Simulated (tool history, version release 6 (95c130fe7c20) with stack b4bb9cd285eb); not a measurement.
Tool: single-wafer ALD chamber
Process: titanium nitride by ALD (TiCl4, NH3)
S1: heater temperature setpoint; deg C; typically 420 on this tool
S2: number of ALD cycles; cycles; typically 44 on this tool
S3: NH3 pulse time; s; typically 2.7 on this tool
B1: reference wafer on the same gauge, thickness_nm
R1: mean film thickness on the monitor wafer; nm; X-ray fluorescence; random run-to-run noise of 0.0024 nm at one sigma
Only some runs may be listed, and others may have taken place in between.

| run | hour | S1 | S2 | S3 | B1 | R1 |
|---|---|---|---|---|---|---|
| 1 | 0 | 420 | 44 | 2.7 | 0.982 | 0.981 |
| 2 | 14.1 | 420 | 44 | 2.7 | 0.984 | 0.976 |
| 3 | 20.4 | 430 | 44 | 2.7 | 0.983 | 0.978 |
| 4 | 30.3 | 430 | 44 | 2.7 | 0.983 | 0.975 |
| 5 | 37.5 | 430 | 44 | 2.7 | 0.983 | 0.975 |
| 6 | 49.9 | 420 | 44 | 2.7 | 0.983 | 0.981 |
|  | 57.2 | gauge calibrated |
| 7 | 64.2 | 420 | 44 | 2.7 | 0.983 | 0.981 |
|  | 86.5 | thermocouple changed; heater temperature recalibrated |
| 8 | 87 | 425 | 48 | 1.95 | 0.983 | 1.061 |
|  | 102.7 | showerhead replaced |
| 9 | 103.2 | 430 | 44 | 2.7 | 0.983 | 0.975 |
| 10 | 123.7 | 416 | 44 | 2.7 | 0.983 | 0.976 |
| 11 | 132.2 | 429 | 44 | 2.7 | 0.983 | 0.98 |
| 12 | 158.1 | 428 | 38 | 3.14 | 0.983 | 0.845 |
| 13 | 168.6 | 420 | 37 | 3.34 | 0.983 | 0.822 |
| 14 | 179.3 | 410 | 44 | 2.7 | 0.983 | 0.978 |

The tool's hidden state at each run:
wafer temperature above the value expected at the setpoint (K): 0 in every run
gauge reads high (%): 0 in every run
